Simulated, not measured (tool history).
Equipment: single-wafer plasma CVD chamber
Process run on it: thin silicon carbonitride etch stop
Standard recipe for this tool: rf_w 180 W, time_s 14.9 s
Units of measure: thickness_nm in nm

run     day  rf_w  time_s  read-back reference wafer on the same gauge, thickness_nm  thickness_nm
  1       0   200    17.2                                                      9.972        10.199
  2       2   200    17.2                                                      9.971        10.158
  3   4.588   200    17.2                                                      9.969        10.152
  4   6.762   155    14.9                                                      9.972         8.273
  5   8.183   155    14.9                                                      9.969         8.294
     10.988  -- gauge calibrated
  6  11.017   180    14.9                                                      9.972         8.584
  7  12.338   180    14.9                                                      9.966         8.574
     13.842  -- thermocouple changed; heater temperature recalibrated
     16.912  -- RF generator calibrated
     17.483  -- showerhead replaced
  8    17.5   180    14.9                                                       9.97          8.72
  9  18.954   150    16.5                                                      9.971         9.252
 10  20.217   160    17.6                                                      9.967         9.999
 11  21.346   180    14.9                                                      9.965         8.708
 12  22.383   180    14.9                                                      9.972         8.725
 13  24.446   150    14.9                                                      9.969         8.351
 14  25.604   150    16.3                                                      9.971         9.103
 15  28.408   180    14.9                                                      9.972         8.706
 16  29.912   205      13                                                      9.969          7.81
 17  32.104   205      16                                                      9.972         9.627

Measured result minus the same run's result without the hidden state. Both carry the same run-to-run variation, though not necessarily the same gauge scatter:
The tool's hidden condition here consists of: wafer temperature above the value expected at the setpoint (K); delivered RF power above the setpoint (%); gauge reads high (%).
run  thickness_nm
  1        -0.166
  2        -0.169
  3        -0.175
  4        -0.146
  5        -0.149
  6        -0.158
  7        -0.161
  8        -0.018
  9        -0.022
 10        -0.026
 11        -0.024
 12        -0.026
 13        -0.028
 14        -0.032
 15        -0.035
 16        -0.035
 17        -0.046
